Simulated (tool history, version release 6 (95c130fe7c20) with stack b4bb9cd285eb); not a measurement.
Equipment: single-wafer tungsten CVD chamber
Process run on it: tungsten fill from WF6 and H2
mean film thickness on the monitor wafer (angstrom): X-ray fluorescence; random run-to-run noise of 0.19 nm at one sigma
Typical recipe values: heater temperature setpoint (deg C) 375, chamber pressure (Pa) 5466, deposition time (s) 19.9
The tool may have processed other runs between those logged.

run	hour	heater temperature setpoint (deg C)	chamber pressure (Pa)	deposition time (s)	read-back reference wafer on the same gauge, thickness_nm	mean film thickness on the monitor wafer (angstrom)
1	0	368	5466	19.9	37.553	350.09
2	68.9	368	5466	19.9	37.504	347.62
3	153.7	375	5466	19.9	37.517	392.01
4	228.3	375	5466	19.9	37.478	393.5
5	423.5	375	5466	19.9	37.507	393.31
# hour 497.4: capacitance manometer re-zeroed and calibrated
# hour 505.1: showerhead replaced
6	505.6	375	5466	19.9	37.52	412.74
7	560.8	375	5466	19.9	37.515	416.51
8	597.8	386	5466	19.9	37.497	495.64
# hour 638: gauge calibrated
9	657.9	381	4773	19.9	37.498	431.85
10	735.5	375	5466	19.9	37.478	411.82
# hour 908.8: thermocouple changed; heater temperature recalibrated
11	1033.7	375	5466	16.2	37.509	335.3
12	1123.4	375	5466	19.9	37.509	413.28
13	1160.8	375	5466	16.2	37.517	335.9
14	1199.5	365	5466	19.9	37.491	342.18

Branching from run 14: 3 alternative next runs. What would each branch give?
A	1199.9	375	5466	17.2	?	?
B	1199.9	369	6653	19.9	?	?
C	1199.9	375	5466	22.8	?	?

run	read-back reference wafer on the same gauge, thickness_nm	mean film thickness on the monitor wafer (angstrom)
A	37.528	355.34
B	37.528	403.31
C	37.528	471.61
With the hidden condition removed and each run's random variation left untouched, the same runs would have given:
run	mean film thickness on the monitor wafer (angstrom)
A	357.17
B	405.36
C	474.05

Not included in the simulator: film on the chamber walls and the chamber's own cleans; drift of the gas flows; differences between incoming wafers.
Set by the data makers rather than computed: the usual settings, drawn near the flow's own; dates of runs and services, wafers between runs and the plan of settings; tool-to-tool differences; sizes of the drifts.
